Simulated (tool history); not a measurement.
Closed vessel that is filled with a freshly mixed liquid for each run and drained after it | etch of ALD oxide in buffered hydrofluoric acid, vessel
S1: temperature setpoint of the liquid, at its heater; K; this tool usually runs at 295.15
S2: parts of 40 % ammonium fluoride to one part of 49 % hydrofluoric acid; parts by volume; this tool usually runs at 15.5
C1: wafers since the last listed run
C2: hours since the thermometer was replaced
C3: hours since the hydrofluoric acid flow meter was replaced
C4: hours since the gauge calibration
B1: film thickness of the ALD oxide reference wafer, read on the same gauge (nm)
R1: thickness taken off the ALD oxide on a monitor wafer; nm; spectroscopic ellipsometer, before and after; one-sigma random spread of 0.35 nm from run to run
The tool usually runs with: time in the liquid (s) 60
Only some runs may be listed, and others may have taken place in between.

Run 1, hour 0: usual settings; C1 0; C2 2179.9; C3 1192.5; C4 2964.6; B1 40.01. Result: R1 85.12 nm.
Run 2, hour 42.7: usual settings; C1 5874; C2 2222.6; C3 1235.2; C4 3007.3; B1 40. Result: R1 85.72 nm.
Run 3, hour 149.8: usual settings; C1 14733; C2 2329.7; C3 1342.3; C4 3114.4; B1 39.98. Result: R1 85.78 nm.
At hour 198.8: hydrofluoric acid flow meter replaced.
Run 4, hour 212.2: usual settings; C1 8446; C2 2392.1; C3 13.4; C4 3176.8; B1 40.01. Result: R1 85.38 nm.
At hour 270.4: thermometer replaced.
Run 5, hour 315.3: usual settings; C1 14045; C2 44.9; C3 116.5; C4 3279.9; B1 40. Result: R1 85.99 nm.
Run 6, hour 373.9: usual settings; C1 8061; C2 103.5; C3 175.1; C4 3338.5; B1 40.02. Result: R1 84.97 nm.
Run 7, hour 469.3: usual settings; C1 13124; C2 198.9; C3 270.5; C4 3433.9; B1 40. Result: R1 85.19 nm.
Run 8, hour 532.1: usual settings; C1 8639; C2 261.7; C3 333.3; C4 3496.7; B1 40.01. Result: R1 85.64 nm.
Run 9, hour 596.6: usual settings but S1 293.65 K, S2 20 parts by volume; C1 8873; C2 326.2; C3 397.8; C4 3561.2; B1 40. Result: R1 61.11 nm.
Run 10, hour 644.8: usual settings but S1 293.65 K, S2 20 parts by volume; C1 6630; C2 374.4; C3 446; C4 3609.4; B1 40.01. Result: R1 61.26 nm.
Run 11, hour 690.3: usual settings; C1 6259; C2 419.9; C3 491.5; C4 3654.9; B1 40. Result: R1 85.86 nm.
Run 12, hour 738.4: usual settings but S2 20 parts by volume; C1 6617; C2 468; C3 539.6; C4 3703; B1 39.98. Result: R1 66.75 nm.
Run 13, hour 817.1: usual settings but time in the liquid (s) 80; C1 10826; C2 546.7; C3 618.3; C4 3781.7; B1 40. Result: R1 113.34 nm.
Run 14, hour 894.1: usual settings but S2 20 parts by volume, time in the liquid (s) 30; C1 10592; C2 623.7; C3 695.3; C4 3858.7; B1 40. Result: R1 33.36 nm.
At hour 947.1: gauge calibrated.
Run 15, hour 982.3: usual settings but S1 293.15 K, time in the liquid (s) 70; C1 12133; C2 711.9; C3 783.5; C4 35.2; B1 40. Result: R1 89.42 nm.
Run 16, hour 1031.7: usual settings but S1 291.65 K, time in the liquid (s) 30; C1 6795; C2 761.3; C3 832.9; C4 84.6; B1 39.99. Result: R1 35.25 nm.
Run 17, hour 1082.2: usual settings but S2 18.5 parts by volume; C1 6947; C2 811.8; C3 883.4; C4 135.1; B1 40. Result: R1 71.74 nm.
Run 18, hour 1162.9: usual settings; C1 11101; C2 892.5; C3 964.1; C4 215.8; B1 40.01. Result: R1 86.19 nm.
Run 19, hour 1210.2: usual settings but time in the liquid (s) 45; C1 6507; C2 939.8; C3 1011.4; C4 263.1; B1 40. Result: R1 64.43 nm.
Run 20, hour 1298.8: usual settings; C1 12188; C2 1028.4; C3 1100; C4 351.7; B1 39.98. Result: R1 85.61 nm.
Run 21, hour 1361.8: usual settings; C1 8666; C2 1091.4; C3 1163; C4 414.7; B1 40. Result: R1 85.27 nm.
Run 22, hour 1416.3: usual settings; C1 7497; C2 1145.9; C3 1217.5; C4 469.2; B1 39.99. Result: R1 84.92 nm.
Run 23, hour 1475.1: usual settings but S1 299.15 K, S2 21 parts by volume, time in the liquid (s) 80; C1 8089; C2 1204.7; C3 1276.3; C4 528; B1 40. Result: R1 106.98 nm.
Run 24, hour 1518.1: usual settings but S1 293.65 K, time in the liquid (s) 40; C1 5915; C2 1247.7; C3 1319.3; C4 571; B1 39.99. Result: R1 52.37 nm.
At hour 1676.6: hydrofluoric acid flow meter replaced.
Run 25, hour 1722.2: usual settings; C1 27940; C2 1451.8; C3 45.6; C4 775.1; B1 40. Result: R1 84.87 nm.
Run 26, hour 1802.5: usual settings but S1 299.65 K, S2 11.5 parts by volume, time in the liquid (s) 90; C1 11046; C2 1532.1; C3 125.9; C4 855.4; B1 40.03. Result: R1 218.91 nm.
Run 27, hour 2102: usual settings but S1 297.65 K, S2 18 parts by volume, time in the liquid (s) 30; C1 41201; C2 1831.6; C3 425.4; C4 1154.9; B1 40.01. Result: R1 42.24 nm.
Run 28, hour 2142.9: usual settings but S1 296.65 K, S2 9.5 parts by volume, time in the liquid (s) 45; C1 5626; C2 1872.5; C3 466.3; C4 1195.8; B1 40.01. Result: R1 111.48 nm.
At hour 2220.4: thermometer replaced.
Run 29, hour 2226.5: usual settings but S1 293.15 K; C1 11363; C2 6.1; C3 549.9; C4 1279.4; B1 40.01. Result: R1 76.47 nm.
Run 30, hour 2272.7: usual settings; C1 6355; C2 52.3; C3 596.1; C4 1325.6; B1 39.98. Result: R1 85.55 nm.
Run 31, hour 2372.1: usual settings but S1 293.15 K, S2 17.5 parts by volume, time in the liquid (s) 75; C1 13674; C2 151.7; C3 695.5; C4 1425; B1 40. Result: R1 84.91 nm.
Run 32, hour 2442.8: usual settings; C1 9726; C2 222.4; C3 766.2; C4 1495.7; B1 40.02. Result: R1 85.39 nm.
Run 33, hour 2508.5: usual settings but S1 291.65 K, S2 13.5 parts by volume, time in the liquid (s) 30; C1 9038; C2 288.1; C3 831.9; C4 1561.4; B1 40. Result: R1 40.11 nm.

5 options for the next run, each taken on its own from the tool as it stands now. Forecast them:
Run A, hour 2509.2: usual settings but time in the liquid (s) 35; C1 96; C2 288.8; C3 832.6; C4 1562.1; B1 ?. Result: R1 ?.
Run B, hour 2509.2: usual settings but S1 296.65 K; C1 96; C2 288.8; C3 832.6; C4 1562.1; B1 ?. Result: R1 ?.
Run C, hour 2509.2: usual settings but S1 296.65 K, S2 10.5 parts by volume, time in the liquid (s) 35; C1 96; C2 288.8; C3 832.6; C4 1562.1; B1 ?. Result: R1 ?.
Run D, hour 2509.2: usual settings but S1 291.65 K, S2 13 parts by volume; C1 96; C2 288.8; C3 832.6; C4 1562.1; B1 ?. Result: R1 ?.
Run E, hour 2509.2: usual settings but S1 299.65 K, time in the liquid (s) 90; C1 96; C2 288.8; C3 832.6; C4 1562.1; B1 ?. Result: R1 ?.

run     B1      R1
  A  39.99   49.35
  B  39.99   91.89
  C  39.99   78.48
  D  39.99   82.67
  E  39.99  162.21
Without the tool's hidden state the same runs would have given:
run      R1
  A   49.35
  B   91.89
  C   78.48
  D   82.67
  E  162.21
